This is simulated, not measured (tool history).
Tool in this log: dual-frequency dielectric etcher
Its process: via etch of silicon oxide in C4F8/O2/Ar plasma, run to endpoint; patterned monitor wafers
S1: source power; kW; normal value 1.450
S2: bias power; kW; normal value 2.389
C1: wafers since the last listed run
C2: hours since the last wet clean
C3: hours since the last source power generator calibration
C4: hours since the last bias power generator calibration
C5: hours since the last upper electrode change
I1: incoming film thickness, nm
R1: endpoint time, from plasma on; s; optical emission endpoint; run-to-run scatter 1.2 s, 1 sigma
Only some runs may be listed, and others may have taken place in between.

{"run": 1, "hour": 0.0, "S1": 1.45, "S2": 2.389, "C1": 0, "C2": 42.8, "C3": 4824.9, "C4": 3372.3, "C5": 5435.1, "I1": 811.1, "R1": 167.3}
{"run": 2, "hour": 27.2, "S1": 1.45, "S2": 2.389, "C1": 145, "C2": 70.0, "C3": 4852.1, "C4": 3399.5, "C5": 5462.3, "I1": 796.7, "R1": 166.7}
{"run": 3, "hour": 59.3, "S1": 1.69, "S2": 2.831, "C1": 171, "C2": 102.1, "C3": 4884.2, "C4": 3431.6, "C5": 5494.4, "I1": 803.1, "R1": 150.8}
{"run": 4, "hour": 73.8, "S1": 1.69, "S2": 2.831, "C1": 77, "C2": 116.6, "C3": 4898.7, "C4": 3446.1, "C5": 5508.9, "I1": 805.4, "R1": 151.4}
{"run": 5, "hour": 104.6, "S1": 1.2, "S2": 2.525, "C1": 164, "C2": 147.4, "C3": 4929.5, "C4": 3476.9, "C5": 5539.7, "I1": 807.4, "R1": 171.4}
{"run": 6, "hour": 125.1, "S1": 1.2, "S2": 2.525, "C1": 109, "C2": 167.9, "C3": 4950.0, "C4": 3497.4, "C5": 5560.2, "I1": 806.7, "R1": 168.9}
{"run": 7, "hour": 145.2, "S1": 1.2, "S2": 2.525, "C1": 107, "C2": 188.0, "C3": 4970.1, "C4": 3517.5, "C5": 5580.3, "I1": 810.6, "R1": 170.2}
{"run": 8, "hour": 226.7, "S1": 1.45, "S2": 2.389, "C1": 434, "C2": 269.5, "C3": 5051.6, "C4": 3599.0, "C5": 5661.8, "I1": 810.8, "R1": 167.5}
{"run": 9, "hour": 259.7, "S1": 1.45, "S2": 2.389, "C1": 175, "C2": 302.5, "C3": 5084.6, "C4": 3632.0, "C5": 5694.8, "I1": 803.6, "R1": 165.0}
{"run": 10, "hour": 274.8, "S1": 1.45, "S2": 2.389, "C1": 80, "C2": 317.6, "C3": 5099.7, "C4": 3647.1, "C5": 5709.9, "I1": 803.1, "R1": 164.3}
{"run": 11, "hour": 305.6, "S1": 1.45, "S2": 2.389, "C1": 164, "C2": 348.4, "C3": 5130.5, "C4": 3677.9, "C5": 5740.7, "I1": 799.5, "R1": 166.2}
{"run": 12, "hour": 332.1, "S1": 1.45, "S2": 2.389, "C1": 141, "C2": 374.9, "C3": 5157.0, "C4": 3704.4, "C5": 5767.2, "I1": 805.3, "R1": 165.9}
{"hour": 369.1, "done": "upper electrode replaced"}
{"hour": 378.8, "done": "wet clean of the chamber"}
{"run": 13, "hour": 379.3, "S1": 1.45, "S2": 2.389, "C1": 71, "C2": 0.5, "C3": 5204.2, "C4": 3751.6, "C5": 10.2, "I1": 808.5, "R1": 161.8}
{"run": 14, "hour": 381.5, "S1": 1.45, "S2": 2.389, "C1": 11, "C2": 2.7, "C3": 5206.4, "C4": 3753.8, "C5": 12.4, "I1": 807.4, "R1": 160.8}
{"run": 15, "hour": 403.0, "S1": 1.2, "S2": 2.389, "C1": 114, "C2": 24.2, "C3": 5227.9, "C4": 3775.3, "C5": 33.9, "I1": 798.7, "R1": 165.8}
{"run": 16, "hour": 424.3, "S1": 1.11, "S2": 1.805, "C1": 113, "C2": 45.5, "C3": 5249.2, "C4": 3796.6, "C5": 55.2, "I1": 804.4, "R1": 196.2}
{"run": 17, "hour": 456.1, "S1": 1.26, "S2": 2.69, "C1": 169, "C2": 77.3, "C3": 5281.0, "C4": 3828.4, "C5": 87.0, "I1": 802.7, "R1": 154.1}
{"run": 18, "hour": 471.1, "S1": 1.45, "S2": 2.389, "C1": 79, "C2": 92.3, "C3": 5296.0, "C4": 3843.4, "C5": 102.0, "I1": 811.7, "R1": 159.4}
{"hour": 476.3, "done": "bias power generator calibrated"}
{"run": 19, "hour": 495.9, "S1": 1.45, "S2": 2.389, "C1": 110, "C2": 117.1, "C3": 5320.8, "C4": 19.6, "C5": 126.8, "I1": 806.6, "R1": 159.4}
{"run": 20, "hour": 511.1, "S1": 1.75, "S2": 2.389, "C1": 81, "C2": 132.3, "C3": 5336.0, "C4": 34.8, "C5": 142.0, "I1": 804.8, "R1": 154.3}
{"run": 21, "hour": 538.2, "S1": 1.45, "S2": 2.768, "C1": 144, "C2": 159.4, "C3": 5363.1, "C4": 61.9, "C5": 169.1, "I1": 808.5, "R1": 150.5}
{"hour": 569.2, "done": "source power generator calibrated"}
{"hour": 580.6, "done": "wet clean of the chamber, repeated, since the last time left the tool worse"}
{"run": 22, "hour": 581.1, "S1": 1.11, "S2": 2.086, "C1": 146, "C2": 0.5, "C3": 11.9, "C4": 104.8, "C5": 212.0, "I1": 803.0, "R1": 192.2}
{"run": 23, "hour": 594.0, "S1": 1.45, "S2": 2.389, "C1": 68, "C2": 13.4, "C3": 24.8, "C4": 117.7, "C5": 224.9, "I1": 809.5, "R1": 171.5}
{"run": 24, "hour": 610.6, "S1": 1.45, "S2": 2.389, "C1": 88, "C2": 30.0, "C3": 41.4, "C4": 134.3, "C5": 241.5, "I1": 803.5, "R1": 170.1}
{"run": 25, "hour": 644.5, "S1": 1.45, "S2": 2.389, "C1": 180, "C2": 63.9, "C3": 75.3, "C4": 168.2, "C5": 275.4, "I1": 805.8, "R1": 168.9}
{"run": 26, "hour": 671.0, "S1": 1.58, "S2": 1.82, "C1": 141, "C2": 90.4, "C3": 101.8, "C4": 194.7, "C5": 301.9, "I1": 801.6, "R1": 188.4}
{"run": 27, "hour": 695.5, "S1": 1.32, "S2": 2.19, "C1": 130, "C2": 114.9, "C3": 126.3, "C4": 219.2, "C5": 326.4, "I1": 803.9, "R1": 179.8}
{"run": 28, "hour": 714.6, "S1": 1.69, "S2": 2.657, "C1": 101, "C2": 134.0, "C3": 145.4, "C4": 238.3, "C5": 345.5, "I1": 805.7, "R1": 154.9}
{"run": 29, "hour": 801.3, "S1": 1.57, "S2": 2.235, "C1": 462, "C2": 220.7, "C3": 232.1, "C4": 325.0, "C5": 432.2, "I1": 803.0, "R1": 170.0}
{"run": 30, "hour": 832.7, "S1": 1.16, "S2": 2.693, "C1": 167, "C2": 252.1, "C3": 263.5, "C4": 356.4, "C5": 463.6, "I1": 791.9, "R1": 162.2}
{"run": 31, "hour": 848.6, "S1": 1.45, "S2": 2.389, "C1": 84, "C2": 268.0, "C3": 279.4, "C4": 372.3, "C5": 479.5, "I1": 801.7, "R1": 165.4}

Alternative continuations, all from the tool just after run 31; predict every row:
{"run": "A", "hour": 849.1, "S1": 1.45, "S2": 2.389, "C1": 2, "C2": 268.5, "C3": 279.9, "C4": 372.8, "C5": 480.0, "I1": 797.9, "R1": "?"}
{"run": "B", "hour": 849.1, "S1": 1.17, "S2": 2.652, "C1": 2, "C2": 268.5, "C3": 279.9, "C4": 372.8, "C5": 480.0, "I1": 797.9, "R1": "?"}
{"run": "C", "hour": 849.1, "S1": 1.09, "S2": 2.04, "C1": 2, "C2": 268.5, "C3": 279.9, "C4": 372.8, "C5": 480.0, "I1": 797.9, "R1": "?"}

run=A R1=165.3
run=B R1=164.0
run=C R1=189.2
Without the tool's unlogged condition, the same runs would have read:
run=A R1=168.6
run=B R1=167.3
run=C R1=193.1
